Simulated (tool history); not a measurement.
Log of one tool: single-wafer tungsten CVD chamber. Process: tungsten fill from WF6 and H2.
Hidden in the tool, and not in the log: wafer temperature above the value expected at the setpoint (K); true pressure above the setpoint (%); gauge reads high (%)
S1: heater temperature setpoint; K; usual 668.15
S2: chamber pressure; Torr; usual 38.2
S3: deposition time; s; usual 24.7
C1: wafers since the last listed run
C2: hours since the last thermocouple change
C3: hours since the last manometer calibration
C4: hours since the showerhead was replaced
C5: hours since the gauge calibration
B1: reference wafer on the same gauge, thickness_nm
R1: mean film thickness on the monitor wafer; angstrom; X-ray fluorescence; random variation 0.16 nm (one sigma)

run   hour      S1    S2    S3    C1      C2      C3      C4     C5      B1       R1
  1    0.0  668.15  38.2  24.7     0  1829.4  2137.4  2412.9  248.4  77.026   841.16
  2    9.6  668.15  38.2  24.7   207  1839.0  2147.0  2422.5  258.0  77.033   840.30
  3   16.7  668.15  38.2  24.7   153  1846.1  2154.1  2429.6  265.1  76.987   842.24
  4   25.8  668.15  38.2  24.7   196  1855.2  2163.2  2438.7  274.2  76.994   843.54
  5   43.1  668.15  38.2  24.7   374  1872.5  2180.5  2456.0  291.5  77.018   842.77
  6   56.5  668.15  38.2  24.7   289  1885.9  2193.9  2469.4  304.9  76.980   844.14
  7   65.7  668.15  38.2  24.7   198  1895.1  2203.1  2478.6  314.1  77.003   841.45
  8   79.0  668.15  38.2  24.7   287  1908.4  2216.4  2491.9  327.4  77.007   845.72
  9   96.4  668.15  38.2  24.7   376  1925.8  2233.8  2509.3  344.8  77.002   844.91
     121.1  -- gauge calibrated
 10  144.3  668.15  38.2  24.7  1035  1973.7  2281.7  2557.2   23.2  77.040   850.70
 11  156.5  668.15  38.2  24.7   263  1985.9  2293.9  2569.4   35.4  76.969   852.00
 12  162.6  668.15  38.2  21.9   131  1992.0  2300.0  2575.5   41.5  77.005   752.11
 13  169.1  668.15  38.2  21.9   140  1998.5  2306.5  2582.0   48.0  77.012   755.32
     179.7  -- showerhead replaced
 14  181.9  668.15  38.2  21.9   103  2011.3  2319.3     2.2   60.8  77.015   755.69
     193.7  -- capacitance manometer re-zeroed and calibrated
 15  198.5  668.15  34.0  24.7   185  2027.9     4.8    18.8   77.4  77.031   811.08
 16  213.9  668.15  38.2  24.7   333  2043.3    20.2    34.2   92.8  76.972   851.65
 17  223.6  668.15  38.2  24.7   209  2053.0    29.9    43.9  102.5  76.988   859.49
 18  229.7  668.15  38.2  24.7   131  2059.1    36.0    50.0  108.6  77.043   857.54
 19  238.9  668.15  34.6  21.2   198  2068.3    45.2    59.2  117.8  76.996   703.08
 20  252.9  668.15  35.7  28.3   302  2082.3    59.2    73.2  131.8  76.962   954.97
     268.3  -- thermocouple changed; heater temperature recalibrated
 21  268.8  668.15  30.2  24.7   170     0.5    75.1    89.1  147.7  77.076   700.20
 22  274.0  668.15  38.2  26.4   112     5.7    80.3    94.3  152.9  77.030   832.83
 23  288.7  668.15  46.9  21.5   317    20.4    95.0   109.0  167.6  76.989   741.09
 24  296.9  668.15  33.2  24.7   177    28.6   103.2   117.2  175.8  77.006   731.16
 25  310.9  662.15  38.2  24.7   302    42.6   117.2   131.2  189.8  77.007   701.69
 26  317.6  657.15  38.2  24.7   144    49.3   123.9   137.9  196.5  76.986   646.50
 27  326.7  682.15  38.2  24.7   196    58.4   133.0   147.0  205.6  77.005   975.51
 28  343.1  668.15  38.2  24.7   354    74.8   149.4   163.4  222.0  76.950   779.41
 29  359.2  668.15  35.5  24.7   348    90.9   165.5   179.5  238.1  77.032   753.74
 30  371.4  675.15  33.6  24.7   263   103.1   177.7   191.7  250.3  76.968   823.89
 31  384.1  678.15  43.2  28.9   274   115.8   190.4   204.4  263.0  76.969  1134.72
 32  402.0  668.15  35.5  24.7   387   133.7   208.3   222.3  280.9  76.988   752.23

Forecast each of these 5 alternatives for the next run:
  A  402.4  668.15  38.2  24.7   8  134.1  208.7  222.7  281.3   ?   ?
  B  402.4  662.15  35.4  29.2   8  134.1  208.7  222.7  281.3   ?   ?
  C  402.4  662.15  31.9  22.1   8  134.1  208.7  222.7  281.3   ?   ?
  D  402.4  682.15  42.3  28.1   8  134.1  208.7  222.7  281.3   ?   ?
  E  402.4  674.15  40.6  21.4   8  134.1  208.7  222.7  281.3   ?   ?

run      B1       R1
  A  77.050   778.64
  B  77.050   805.06
  C  77.050   581.20
  D  77.050  1160.26
  E  77.050   764.73
Without the tool's hidden state the same runs would have given:
run       R1
  A   779.48
  B   805.96
  C   581.85
  D  1161.43
  E   765.51
